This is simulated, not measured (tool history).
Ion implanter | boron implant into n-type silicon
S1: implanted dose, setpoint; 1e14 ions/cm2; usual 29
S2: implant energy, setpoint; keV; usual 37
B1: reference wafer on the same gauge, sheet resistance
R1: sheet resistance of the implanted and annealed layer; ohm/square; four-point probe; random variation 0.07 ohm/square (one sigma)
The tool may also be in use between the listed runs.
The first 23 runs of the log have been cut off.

run 24 hour=289 | S1=22.07 S2=41.5 | B1=54.6 | R1=56.53
run 25 hour=298 | S1=29 S2=37 | B1=54.59 | R1=46.66
-- hour=322.7 gauge calibrated
run 26 hour=347.2 | S1=21.01 S2=47.5 | B1=54.6 | R1=58.51
run 27 hour=363.3 | S1=24.67 S2=44.5 | B1=54.62 | R1=51.57
run 28 hour=380.5 | S1=29 S2=49.5 | B1=54.59 | R1=44.95
run 29 hour=394.6 | S1=32.21 S2=27.5 | B1=54.61 | R1=47.13
run 30 hour=402.8 | S1=29 S2=37 | B1=54.59 | R1=46.97
run 31 hour=412.4 | S1=36.56 S2=42 | B1=54.61 | R1=39.64
run 32 hour=422.3 | S1=24.34 S2=37 | B1=54.56 | R1=53.31

Consider 3 possible next runs. They are alternatives, not a sequence: every one starts from the tool as it was left by run 32. What does each give?
run A hour=422.7 | S1=29 S2=37 | B1=? | R1=?
run B hour=422.7 | S1=29 S2=45.5 | B1=? | R1=?
run C hour=422.7 | S1=33.26 S2=46 | B1=? | R1=?

run=A B1=54.61 R1=47
run=B B1=54.61 R1=45.6
run=C B1=54.61 R1=41.37
Without the tool's hidden state the same runs would have given:
run=A R1=46.59
run=B R1=45.18
run=C R1=41.02

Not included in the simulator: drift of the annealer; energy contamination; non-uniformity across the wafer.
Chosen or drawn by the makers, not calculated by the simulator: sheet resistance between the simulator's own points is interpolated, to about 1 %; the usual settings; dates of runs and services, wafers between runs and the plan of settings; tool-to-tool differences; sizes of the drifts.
